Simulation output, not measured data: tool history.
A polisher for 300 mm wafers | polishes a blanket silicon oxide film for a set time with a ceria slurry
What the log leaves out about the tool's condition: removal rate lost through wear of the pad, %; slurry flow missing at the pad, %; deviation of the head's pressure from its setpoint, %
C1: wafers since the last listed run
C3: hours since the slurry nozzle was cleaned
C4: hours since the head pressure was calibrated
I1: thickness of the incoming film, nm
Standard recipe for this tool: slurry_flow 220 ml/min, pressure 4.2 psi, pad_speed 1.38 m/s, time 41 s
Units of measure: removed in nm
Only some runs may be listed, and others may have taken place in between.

Run 1, hour 0.0: usual settings; C1 0; wafers polished on this pad 246; C3 228.6; C4 68.2; I1 1212.2. Result: removed 389.0 nm.
Run 2, hour 31.5: usual settings; C1 199; wafers polished on this pad 446; C3 260.1; C4 99.7; I1 1233.0. Result: removed 390.2 nm.
Run 3, hour 98.2: usual settings; C1 423; wafers polished on this pad 869; C3 326.8; C4 166.4; I1 1202.7. Result: removed 384.1 nm.
Run 4, hour 155.2: usual settings but slurry_flow 175 ml/min, time 52 s; C1 361; wafers polished on this pad 1231; C3 383.8; C4 223.4; I1 1213.6. Result: removed 466.9 nm.
Run 5, hour 221.8: usual settings but slurry_flow 175 ml/min, time 52 s; C1 422; wafers polished on this pad 1653; C3 450.4; C4 290.0; I1 1233.5. Result: removed 457.9 nm.
At hour 247.1: worn pad replaced by a new one.
Run 6, hour 286.5: usual settings but slurry_flow 175 ml/min, time 52 s; C1 385; wafers polished on this pad 250; C3 515.1; C4 354.7; I1 1225.9. Result: removed 492.4 nm.
At hour 323.7: head pressure recalibrated.
Run 7, hour 329.6: usual settings; C1 260; wafers polished on this pad 510; C3 558.2; C4 5.9; I1 1211.7. Result: removed 385.9 nm.
Run 8, hour 378.9: usual settings; C1 312; wafers polished on this pad 823; C3 607.5; C4 55.2; I1 1258.5. Result: removed 381.5 nm.
Run 9, hour 426.3: usual settings but slurry_flow 180 ml/min; C1 300; wafers polished on this pad 1124; C3 654.9; C4 102.6; I1 1236.6. Result: removed 369.5 nm.
Run 10, hour 475.5: usual settings but slurry_flow 180 ml/min; C1 312; wafers polished on this pad 1436; C3 704.1; C4 151.8; I1 1236.9. Result: removed 365.1 nm.
At hour 514.8: worn pad replaced by a new one.
Run 11, hour 528.0: usual settings; C1 307; wafers polished on this pad 83; C3 756.6; C4 204.3; I1 1235.0. Result: removed 389.0 nm.
At hour 591.4: slurry nozzle cleaned.
Run 12, hour 593.5: usual settings; C1 409; wafers polished on this pad 492; C3 2.1; C4 269.8; I1 1242.0. Result: removed 382.7 nm.
At hour 646.7: head pressure recalibrated.
Run 13, hour 656.0: usual settings but time 47 s; C1 383; wafers polished on this pad 876; C3 64.6; C4 9.3; I1 1204.5. Result: removed 429.3 nm.
Run 14, hour 705.0: usual settings; C1 310; wafers polished on this pad 1187; C3 113.6; C4 58.3; I1 1241.3. Result: removed 369.6 nm.
Run 15, hour 760.6: usual settings; C1 352; wafers polished on this pad 1540; C3 169.2; C4 113.9; I1 1231.8. Result: removed 372.8 nm.
Run 16, hour 826.4: usual settings but slurry_flow 260 ml/min; C1 417; wafers polished on this pad 1958; C3 235.0; C4 179.7; I1 1201.2. Result: removed 376.6 nm.
At hour 846.7: worn pad replaced by a new one, of another model than before.
Run 17, hour 857.6: usual settings; C1 172; wafers polished on this pad 69; C3 266.2; C4 210.9; I1 1230.2. Result: removed 389.7 nm.
Run 18, hour 912.7: usual settings but time 37 s; C1 349; wafers polished on this pad 419; C3 321.3; C4 266.0; I1 1237.6. Result: removed 341.0 nm.
Run 19, hour 962.1: usual settings but pad_speed 1.20 m/s; C1 313; wafers polished on this pad 732; C3 370.7; C4 315.4; I1 1215.9. Result: removed 338.0 nm.
Run 20, hour 1011.6: usual settings but pressure 5.6 psi, pad_speed 1.60 m/s; C1 314; wafers polished on this pad 1046; C3 420.2; C4 364.9; I1 1243.3. Result: removed 481.7 nm.
At hour 1023.8: head pressure recalibrated.
Run 21, hour 1039.3: usual settings but slurry_flow 175 ml/min, time 52 s; C1 163; wafers polished on this pad 1209; C3 447.9; C4 15.5; I1 1214.0. Result: removed 450.1 nm.

Run 22, settings as shown, results not yet in. Your forecast:
Run 22, hour 1099.9: usual settings but slurry_flow 180 ml/min, pad_speed 1.60 m/s, time 37 s; C1 384; wafers polished on this pad 1594; C3 508.5; C4 76.1; I1 1247.5. Result: removed ?.

removed: 355.1 nm
Take away the tool's hidden state, keep the run-to-run variation as it was, and the same run would have given removed 389.0 nm.
